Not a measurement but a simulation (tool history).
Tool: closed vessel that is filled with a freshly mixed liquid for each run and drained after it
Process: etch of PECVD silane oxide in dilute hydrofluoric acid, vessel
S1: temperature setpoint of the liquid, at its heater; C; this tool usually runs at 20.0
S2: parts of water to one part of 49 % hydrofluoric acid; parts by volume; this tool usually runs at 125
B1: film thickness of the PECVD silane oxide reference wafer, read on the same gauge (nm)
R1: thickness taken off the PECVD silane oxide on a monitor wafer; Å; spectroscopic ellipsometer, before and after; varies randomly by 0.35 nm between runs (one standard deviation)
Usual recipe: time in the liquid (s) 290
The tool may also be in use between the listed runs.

run 1 day=0.000 | S1=20.0 S2=125 time_in_the_liquid_(s)=290 | B1=100.00 | R1=360.0
run 2 day=1.412 | S1=20.0 S2=125 time_in_the_liquid_(s)=290 | B1=100.01 | R1=357.5
run 3 day=3.646 | S1=20.0 S2=125 time_in_the_liquid_(s)=290 | B1=99.98 | R1=356.6
run 4 day=5.546 | S1=20.0 S2=125 time_in_the_liquid_(s)=290 | B1=99.98 | R1=350.1
run 5 day=6.612 | S1=20.0 S2=125 time_in_the_liquid_(s)=290 | B1=99.98 | R1=353.3
run 6 day=9.167 | S1=20.0 S2=125 time_in_the_liquid_(s)=290 | B1=99.99 | R1=352.8
run 7 day=16.162 | S1=20.0 S2=125 time_in_the_liquid_(s)=290 | B1=100.01 | R1=348.8
run 8 day=18.058 | S1=20.0 S2=125 time_in_the_liquid_(s)=290 | B1=100.01 | R1=345.8
run 9 day=19.267 | S1=20.0 S2=125 time_in_the_liquid_(s)=290 | B1=99.99 | R1=345.9
run 10 day=22.308 | S1=20.0 S2=125 time_in_the_liquid_(s)=290 | B1=100.00 | R1=343.4
run 11 day=23.842 | S1=20.0 S2=125 time_in_the_liquid_(s)=150 | B1=99.99 | R1=175.8
run 12 day=26.458 | S1=20.0 S2=125 time_in_the_liquid_(s)=150 | B1=99.99 | R1=177.0
-- day=27.029 gauge calibrated
run 13 day=28.562 | S1=20.0 S2=95 time_in_the_liquid_(s)=290 | B1=100.00 | R1=469.2
run 14 day=31.238 | S1=20.0 S2=95 time_in_the_liquid_(s)=290 | B1=100.00 | R1=461.9
run 15 day=32.979 | S1=24.5 S2=90 time_in_the_liquid_(s)=430 | B1=100.00 | R1=869.2
run 16 day=34.579 | S1=20.0 S2=125 time_in_the_liquid_(s)=290 | B1=100.01 | R1=333.8
-- day=35.092 hydrofluoric acid flow meter replaced
run 17 day=36.483 | S1=17.0 S2=125 time_in_the_liquid_(s)=170 | B1=100.01 | R1=200.8
run 18 day=37.950 | S1=24.0 S2=100 time_in_the_liquid_(s)=465 | B1=100.00 | R1=937.8
run 19 day=39.292 | S1=24.5 S2=85 time_in_the_liquid_(s)=450 | B1=100.00 | R1=1122.7
run 20 day=41.971 | S1=18.0 S2=160 time_in_the_liquid_(s)=235 | B1=99.98 | R1=216.2
-- day=42.825 thermometer replaced
run 21 day=50.292 | S1=24.5 S2=105 time_in_the_liquid_(s)=340 | B1=100.01 | R1=648.9
run 22 day=52.758 | S1=24.0 S2=70 time_in_the_liquid_(s)=240 | B1=99.97 | R1=700.9
run 23 day=55.200 | S1=20.0 S2=125 time_in_the_liquid_(s)=290 | B1=100.00 | R1=377.1
run 24 day=57.412 | S1=18.5 S2=155 time_in_the_liquid_(s)=405 | B1=100.02 | R1=387.9
run 25 day=59.088 | S1=20.0 S2=155 time_in_the_liquid_(s)=130 | B1=100.01 | R1=132.5
run 26 day=60.821 | S1=17.0 S2=125 time_in_the_liquid_(s)=290 | B1=100.01 | R1=331.5
run 27 day=62.950 | S1=20.0 S2=125 time_in_the_liquid_(s)=290 | B1=100.01 | R1=365.4
run 28 day=64.333 | S1=18.5 S2=155 time_in_the_liquid_(s)=240 | B1=100.01 | R1=224.7

Per-run results on a tool with no hidden state, each run keeping its own random variation:
The tool's hidden condition here consists of: liquid colder than its thermometer reads (K); hydrofluoric acid flow below the setpoint (%); gauge reads high (%).
run=1 R1=394.6
run=2 R1=392.9
run=3 R1=393.6
run=4 R1=387.9
run=5 R1=392.3
run=6 R1=393.6
run=7 R1=394.5
run=8 R1=392.5
run=9 R1=393.7
run=10 R1=393.1
run=11 R1=201.9
run=12 R1=204.3
run=13 R1=542.0
run=14 R1=536.3
run=15 R1=1013.7
run=16 R1=391.7
run=17 R1=202.8
run=18 R1=949.6
run=19 R1=1139.3
run=20 R1=220.6
run=21 R1=671.8
run=22 R1=727.8
run=23 R1=393.9
run=24 R1=407.1
run=25 R1=139.5
run=26 R1=349.7
run=27 R1=387.2
run=28 R1=239.0

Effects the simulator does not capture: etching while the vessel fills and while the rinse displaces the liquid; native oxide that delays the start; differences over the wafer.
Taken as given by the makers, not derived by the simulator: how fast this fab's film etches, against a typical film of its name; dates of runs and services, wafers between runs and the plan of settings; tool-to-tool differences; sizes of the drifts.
